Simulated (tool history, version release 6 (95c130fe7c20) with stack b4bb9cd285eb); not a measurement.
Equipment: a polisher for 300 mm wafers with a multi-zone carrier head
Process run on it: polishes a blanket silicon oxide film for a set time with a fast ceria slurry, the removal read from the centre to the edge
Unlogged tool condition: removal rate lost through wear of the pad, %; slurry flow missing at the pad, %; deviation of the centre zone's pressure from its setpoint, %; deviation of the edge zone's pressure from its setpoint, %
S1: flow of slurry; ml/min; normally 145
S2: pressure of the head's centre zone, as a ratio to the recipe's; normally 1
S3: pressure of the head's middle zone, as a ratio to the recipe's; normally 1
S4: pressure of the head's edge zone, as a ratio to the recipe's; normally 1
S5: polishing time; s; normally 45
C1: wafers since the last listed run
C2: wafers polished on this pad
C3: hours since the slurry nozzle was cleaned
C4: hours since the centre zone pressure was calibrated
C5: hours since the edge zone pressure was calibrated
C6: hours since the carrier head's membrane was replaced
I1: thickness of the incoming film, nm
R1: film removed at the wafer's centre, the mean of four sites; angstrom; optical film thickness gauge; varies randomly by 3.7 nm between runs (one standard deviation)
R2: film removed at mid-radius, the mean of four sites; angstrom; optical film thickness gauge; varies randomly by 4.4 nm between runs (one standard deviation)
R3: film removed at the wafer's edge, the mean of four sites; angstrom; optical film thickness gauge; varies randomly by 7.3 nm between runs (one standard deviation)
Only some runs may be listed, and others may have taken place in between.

run	hour	S1	S2	S3	S4	S5	C1	C2	C3	C4	C5	C6	I1	R1	R2	R3
1	0	145	1	1	1	45	0	286	546.8	248.1	691.4	1537.2	3843.9	5005	5170	5312
2	29.8	145	1	1	1	57	279	566	576.6	277.9	721.2	1567	3943.6	6413	6504	6836
# hour 66.7: worn pad replaced by a new one
3	67.2	145	1	1	1.06	45	313	4	614	315.3	758.6	1604.4	3897.8	5102	5188	5337
4	93.3	145	1	1	1.06	45	244	249	640.1	341.4	784.7	1630.5	3874.6	5060	5214	5485
5	118.8	145	1	1	1	45	239	488	665.6	366.9	810.2	1656	3854.1	5002	5191	5206
# hour 146: edge zone pressure recalibrated
6	146.5	145	1	1	0.92	45	241	729	693.3	394.6	0.5	1683.7	3937	5008	5235	5196
# hour 174.3: worn pad replaced by a new one
7	174.8	145	1	1	0.92	45	227	4	721.6	422.9	28.8	1712	3937.8	4984	5223	5083
8	187.9	145	1	1	0.92	45	122	127	734.7	436	41.9	1725.1	3891.3	4978	5158	5076
9	205.4	145	1	1	1	45	164	291	752.2	453.5	59.4	1742.6	3968	4985	5242	5309
10	226.5	170	1	1	1	33	197	489	773.3	474.6	80.5	1763.7	3980.1	3824	3978	3994
# hour 231.8: slurry nozzle cleaned
# hour 232.4: carrier head's membrane replaced by a new one
11	252.1	175	1.11	1.12	0.94	45	225	714	20.3	500.2	106.1	19.7	3884.1	6230	6351	5562
# hour 277.8: worn pad replaced by a new one
12	286.8	180	1	0.93	0.88	37	288	84	55	534.9	140.8	54.4	3876.9	4635	4497	4536
13	302.7	165	1	1	1	45	149	233	70.9	550.8	156.7	70.3	3893.7	5502	5692	5769
14	333.7	185	0.97	1.05	1	59	290	524	101.9	581.8	187.7	101.3	3889.9	7170	7906	7404
# hour 344.3: centre zone pressure recalibrated
15	349.3	145	1	1	0.92	45	127	651	117.5	5	203.3	116.9	3956	5315	5372	5524
# hour 372.2: worn pad replaced by a new one
16	384.9	145	1	1	1	45	296	119	153.1	40.6	238.9	152.5	3928	5250	5446	5519
17	415.6	145	1	1	1.04	45	288	407	183.8	71.3	269.6	183.2	3962.1	5275	5401	5576
18	441.7	145	1.07	1	1	45	244	652	209.9	97.4	295.7	209.3	3912.5	5540	5348	5533
19	464	145	1	0.95	1	33	209	861	232.2	119.7	318	231.6	3932.4	3791	3804	3997
# hour 473.6: worn pad replaced by a new one
20	480.3	145	1	1	1	45	115	62	248.5	136	334.3	247.9	3871.1	5199	5373	5464

Below are 3 alternative next runs, each starting from the tool's condition after run 20. Predict each:
A	480.7	105	1	1	1	45	3	66	248.9	136.4	334.7	248.3	3916.3	?	?	?
B	480.7	115	0.92	1	1	45	3	66	248.9	136.4	334.7	248.3	3916.3	?	?	?
C	480.7	145	1	1.07	1	45	3	66	248.9	136.4	334.7	248.3	3916.3	?	?	?

run	R1	R2	R3
A	4636	4828	5039
B	4430	4989	5147
C	5209	5657	5390
Without the tool's unlogged condition, the same runs would have read:
run	R1	R2	R3
A	4982	5139	5253
B	4728	5280	5350
C	5480	5916	5563

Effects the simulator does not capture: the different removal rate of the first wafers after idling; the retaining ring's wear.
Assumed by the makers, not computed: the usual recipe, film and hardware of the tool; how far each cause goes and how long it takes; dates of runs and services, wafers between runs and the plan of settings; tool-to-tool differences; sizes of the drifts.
